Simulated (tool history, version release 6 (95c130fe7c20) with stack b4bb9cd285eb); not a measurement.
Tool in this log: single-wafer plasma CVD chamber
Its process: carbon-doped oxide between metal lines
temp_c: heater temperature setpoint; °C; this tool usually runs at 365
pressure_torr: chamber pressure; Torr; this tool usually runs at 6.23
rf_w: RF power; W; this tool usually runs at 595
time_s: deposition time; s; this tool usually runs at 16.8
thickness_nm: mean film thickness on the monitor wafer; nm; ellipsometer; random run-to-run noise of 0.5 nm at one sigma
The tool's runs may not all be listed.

run,hour,temp_c,pressure_torr,rf_w,time_s,wafers since the last listed run,hours since the last thermocouple change,hours since the last RF generator calibration,hours since the last manometer calibration,hours since the showerhead was replaced,hours since the gauge calibration,"read-back reference wafer on the same gauge, thickness_nm",thickness_nm
1,0.0,365,5.08,595,16.8,0,731.1,62.1,2025.8,7462.1,845.4,97.311,90.032
2,33.6,375,6.23,595,16.8,795,764.7,95.7,2059.4,7495.7,879.0,97.250,91.808
3,61.1,375,6.23,595,16.8,651,792.2,123.2,2086.9,7523.2,906.5,97.371,91.078
# hour 75.8: gauge calibrated
# hour 78.6: showerhead replaced
4,79.1,365,6.23,540,16.8,236,810.2,141.2,2104.9,0.5,3.3,94.815,84.369
5,101.8,356,6.23,595,16.8,537,832.9,163.9,2127.6,23.2,26.0,94.689,92.040
6,136.3,356,5.18,680,16.8,816,867.4,198.4,2162.1,57.7,60.5,94.841,98.989
7,160.2,365,6.23,700,16.8,565,891.3,222.3,2186.0,81.6,84.4,94.860,101.485
8,188.6,365,6.23,595,16.8,672,919.7,250.7,2214.4,110.0,112.8,95.163,90.551
# hour 238.9: capacitance manometer re-zeroed and calibrated
9,278.4,365,5.43,595,16.8,1936,1009.5,340.5,39.5,199.8,202.6,95.431,89.893
10,296.9,365,6.23,595,14.9,438,1028.0,359.0,58.0,218.3,221.1,95.333,81.508
# hour 323.6: thermocouple changed; heater temperature recalibrated
11,324.0,365,5.73,685,14.4,452,0.4,386.1,85.1,245.4,248.2,95.320,85.749
12,336.8,377,7.27,695,19.6,303,13.2,398.9,97.9,258.2,261.0,95.503,116.407
13,349.2,365,6.23,595,16.8,293,25.6,411.3,110.3,270.6,273.4,95.615,91.510
14,376.8,365,6.23,595,16.8,653,53.2,438.9,137.9,298.2,301.0,95.794,92.206
15,397.7,360,5.82,595,16.8,494,74.1,459.8,158.8,319.1,321.9,95.808,92.571
16,432.8,352,6.23,595,15.7,831,109.2,494.9,193.9,354.2,357.0,95.818,88.731
17,463.6,365,6.23,595,16.8,729,140.0,525.7,224.7,385.0,387.8,95.942,92.079
18,492.7,365,6.23,595,18.6,688,169.1,554.8,253.8,414.1,416.9,96.029,101.822
19,505.1,365,6.69,655,18.8,293,181.5,567.2,266.2,426.5,429.3,96.340,109.756
20,522.2,358,6.64,595,16.8,404,198.6,584.3,283.3,443.6,446.4,96.204,93.865
21,549.9,365,6.23,595,13.4,655,226.3,612.0,311.0,471.3,474.1,96.193,73.841
22,568.2,372,5.47,495,15.0,433,244.6,630.3,329.3,489.6,492.4,96.388,71.039
23,596.0,365,6.23,595,16.8,658,272.4,658.1,357.1,517.4,520.2,96.557,93.627
24,608.4,365,6.23,540,16.8,293,284.8,670.5,369.5,529.8,532.6,96.463,86.622
25,625.7,379,5.28,680,19.2,409,302.1,687.8,386.8,547.1,549.9,96.467,109.848
26,638.5,365,6.23,595,16.8,303,314.9,700.6,399.6,559.9,562.7,96.620,92.879

Run 27, settings as shown, results not yet in. Your forecast:
27,671.7,369,6.23,595,16.8,786,348.1,733.8,432.8,593.1,595.9,?,?

{"run 27": {"read-back reference wafer on the same gauge, thickness_nm": 96.72, "thickness_nm": 91.718}}
Were there no unlogged condition in the tool, this run, its random variation unchanged, would have produced thickness_nm 89.407 nm.
